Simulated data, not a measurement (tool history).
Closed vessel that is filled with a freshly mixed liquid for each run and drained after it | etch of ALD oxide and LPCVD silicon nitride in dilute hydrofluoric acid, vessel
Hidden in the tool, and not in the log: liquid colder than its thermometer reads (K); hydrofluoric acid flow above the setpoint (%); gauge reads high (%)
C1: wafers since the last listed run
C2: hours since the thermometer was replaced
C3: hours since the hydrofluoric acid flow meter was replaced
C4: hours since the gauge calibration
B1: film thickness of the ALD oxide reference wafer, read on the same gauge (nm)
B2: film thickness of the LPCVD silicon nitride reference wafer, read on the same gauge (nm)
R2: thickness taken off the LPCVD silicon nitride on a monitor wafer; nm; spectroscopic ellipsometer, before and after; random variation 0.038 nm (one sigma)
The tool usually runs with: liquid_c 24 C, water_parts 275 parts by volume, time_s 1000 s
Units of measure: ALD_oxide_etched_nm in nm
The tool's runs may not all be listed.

Run 1, hour 0: usual settings but liquid_c 27.5 C; C1 0; C2 2319.7; C3 2196.8; C4 411.1; B1 50.03; B2 89.965. Result: ALD_oxide_etched_nm 53.18 nm, R2 2.012 nm.
Run 2, hour 6.2: usual settings but water_parts 345 parts by volume; C1 344; C2 2325.9; C3 2203; C4 417.3; B1 50; B2 90.003. Result: ALD_oxide_etched_nm 35.15 nm, R2 1.343 nm.
Run 3, hour 13.2: usual settings but water_parts 345 parts by volume; C1 388; C2 2332.9; C3 2210; C4 424.3; B1 49.98; B2 90.005. Result: ALD_oxide_etched_nm 35.44 nm, R2 1.33 nm.
Run 4, hour 20.5: usual settings but water_parts 345 parts by volume; C1 405; C2 2340.2; C3 2217.3; C4 431.6; B1 50.03; B2 90.039. Result: ALD_oxide_etched_nm 35.54 nm, R2 1.257 nm.
At hour 29.5: hydrofluoric acid flow meter replaced.
Run 5, hour 36.4: usual settings but time_s 1235 s; C1 827; C2 2356.1; C3 6.9; C4 447.5; B1 50.01; B2 89.981. Result: ALD_oxide_etched_nm 50.05 nm, R2 1.818 nm.
At hour 43.8: gauge calibrated.
Run 6, hour 45.5: usual settings but time_s 1235 s; C1 505; C2 2365.2; C3 16; C4 1.7; B1 49.98; B2 90.016. Result: ALD_oxide_etched_nm 50.14 nm, R2 1.718 nm.
Run 7, hour 52.5: usual settings; C1 388; C2 2372.2; C3 23; C4 8.7; B1 49.97; B2 90.007. Result: ALD_oxide_etched_nm 40.43 nm, R2 1.474 nm.
Run 8, hour 67.1: usual settings; C1 811; C2 2386.8; C3 37.6; C4 23.3; B1 50.01; B2 89.971. Result: ALD_oxide_etched_nm 40.48 nm, R2 1.445 nm.
Run 9, hour 79.9: usual settings; C1 711; C2 2399.6; C3 50.4; C4 36.1; B1 49.99; B2 90. Result: ALD_oxide_etched_nm 40.59 nm, R2 1.443 nm.
Run 10, hour 89.9: usual settings; C1 555; C2 2409.6; C3 60.4; C4 46.1; B1 50; B2 90.016. Result: ALD_oxide_etched_nm 40.71 nm, R2 1.448 nm.
Run 11, hour 100.2: usual settings but liquid_c 22 C, water_parts 400 parts by volume, time_s 755 s; C1 572; C2 2419.9; C3 70.7; C4 56.4; B1 49.98; B2 89.976. Result: ALD_oxide_etched_nm 17.62 nm, R2 0.677 nm.
Run 12, hour 108.9: usual settings but water_parts 390 parts by volume, time_s 1275 s; C1 483; C2 2428.6; C3 79.4; C4 65.1; B1 50.04; B2 90.036. Result: ALD_oxide_etched_nm 33.22 nm, R2 1.297 nm.
Run 13, hour 125.9: usual settings but time_s 835 s; C1 944; C2 2445.6; C3 96.4; C4 82.1; B1 50; B2 90.028. Result: ALD_oxide_etched_nm 33.95 nm, R2 1.226 nm.
Run 14, hour 137.4: usual settings; C1 638; C2 2457.1; C3 107.9; C4 93.6; B1 49.99; B2 89.947. Result: ALD_oxide_etched_nm 40.67 nm, R2 1.461 nm.
Run 15, hour 148.7: usual settings; C1 627; C2 2468.4; C3 119.2; C4 104.9; B1 50.03; B2 89.998. Result: ALD_oxide_etched_nm 40.75 nm, R2 1.441 nm.
Run 16, hour 160.1: usual settings but liquid_c 21 C, water_parts 340 parts by volume; C1 633; C2 2479.8; C3 130.6; C4 116.3; B1 50; B2 90.018. Result: ALD_oxide_etched_nm 27.86 nm, R2 0.97 nm.
Run 17, hour 171.6: usual settings but liquid_c 26 C, water_parts 375 parts by volume, time_s 425 s; C1 638; C2 2491.3; C3 142.1; C4 127.8; B1 50.02; B2 90.03. Result: ALD_oxide_etched_nm 12.44 nm, R2 0.512 nm.
Run 18, hour 185: usual settings but water_parts 240 parts by volume; C1 744; C2 2504.7; C3 155.5; C4 141.2; B1 49.98; B2 89.979. Result: ALD_oxide_etched_nm 48.37 nm, R2 1.663 nm.
At hour 189.1: thermometer replaced.
Run 19, hour 194.1: usual settings but liquid_c 21 C; C1 449; C2 5; C3 164.6; C4 150.3; B1 50; B2 89.992. Result: ALD_oxide_etched_nm 40.06 nm, R2 1.427 nm.
Run 20, hour 202.8: usual settings but water_parts 140 parts by volume, time_s 1585 s; C1 483; C2 13.7; C3 173.3; C4 159; B1 50.02; B2 90.005. Result: ALD_oxide_etched_nm 160.58 nm, R2 5.2 nm.
Run 21, hour 219.4: usual settings but liquid_c 21 C, water_parts 325 parts by volume; C1 922; C2 30.3; C3 189.9; C4 175.6; B1 50; B2 89.999. Result: ALD_oxide_etched_nm 32.55 nm, R2 1.227 nm.

Expected results for the next run?
Run 22, hour 225.9: usual settings but water_parts 390 parts by volume; C1 361; C2 36.8; C3 196.4; C4 182.1; B1 ?; B2 ?. Result: ALD_oxide_etched_nm ?, R2 ?.

B1: 50.02
B2: 89.988
ALD_oxide_etched_nm: 28.53 nm
R2: 1.19 nm
Were there no unlogged condition in the tool, this run, its random variation unchanged, would have produced ALD_oxide_etched_nm 27.75 nm, R2 1.177 nm.

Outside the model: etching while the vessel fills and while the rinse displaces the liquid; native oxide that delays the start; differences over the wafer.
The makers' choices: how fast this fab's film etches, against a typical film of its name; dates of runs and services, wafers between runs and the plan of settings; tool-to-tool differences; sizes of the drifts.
